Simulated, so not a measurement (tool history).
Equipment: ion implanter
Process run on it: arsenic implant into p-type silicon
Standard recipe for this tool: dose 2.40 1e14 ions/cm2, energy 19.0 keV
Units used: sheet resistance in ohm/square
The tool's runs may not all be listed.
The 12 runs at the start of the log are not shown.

run    hour  dose  energy  read-back reference wafer on the same gauge, sheet resistance  sheet resistance
 13   500.8  1.94    19.0                                                         289.02            401.15
 14   540.9  2.40    19.0                                                         289.02            341.32
      578.2  -- Faraday cup replaced and dose calibrated
 15   604.4  2.40    19.0                                                         289.01            345.28
 16   660.5  2.40    19.0                                                         288.92            345.14
 17   723.9  2.20    24.5                                                         289.07            356.27
      841.8  -- extraction supply calibrated
 18   912.9  2.40    19.0                                                         288.99            344.21
      944.2  -- gauge calibrated
 19   979.8  2.02    19.0                                                         288.92            391.04
 20  1047.6  3.04    25.0                                                         288.95            276.68
 21  1109.6  2.75    19.0                                                         289.00            308.28
 22  1180.5  2.40    19.0                                                         289.03            342.21
 23  1225.5  2.40    19.0                                                         289.00            342.70
 24  1271.8  2.18    16.5                                                         288.97            374.44
 25  1339.2  2.40    19.0                                                         289.00            341.56
 26  1389.8  2.40    13.5                                                         289.05            354.29
 27  1424.5  2.03    19.0                                                         288.99            387.23
 28  1479.4  2.40    19.0                                                         288.92            341.81
 29  1522.2  2.40    23.5                                                         289.00            331.35
 30  1579.5  2.02    21.5                                                         289.08            382.03
 31  1632.4  2.63    21.5                                                         288.96            312.15
 32  1692.1  1.76    25.0                                                         288.94            413.01
 33  1747.9  1.90    14.5                                                         289.08            418.31
     1808.1  -- Faraday cup replaced and dose calibrated
 34  1808.6  1.99    14.0                                                         288.94            414.51
 35  1872.5  1.78    22.0                                                         289.06            427.48
 36  1901.2  2.72    21.0                                                         288.98            311.30

4 ways to go on from here, each from the tool as it stands after run 36. What would each give?
  A  1901.6  2.40    19.0                                                              ?                 ?
  B  1901.6  2.06    13.0                                                              ?                 ?
  C  1901.6  2.65    19.0                                                              ?                 ?
  D  1901.6  2.07    16.0                                                              ?                 ?

run  read-back reference wafer on the same gauge, sheet resistance  sheet resistance
  A                                                         289.00            346.84
  B                                                         289.00            406.68
  C                                                         289.00            321.56
  D                                                         289.00            396.23
The same runs, with their run-to-run variation unchanged, on a tool lacking any hidden condition would have given:
run  sheet resistance
  A            347.01
  B            406.89
  C            321.72
  D            396.43

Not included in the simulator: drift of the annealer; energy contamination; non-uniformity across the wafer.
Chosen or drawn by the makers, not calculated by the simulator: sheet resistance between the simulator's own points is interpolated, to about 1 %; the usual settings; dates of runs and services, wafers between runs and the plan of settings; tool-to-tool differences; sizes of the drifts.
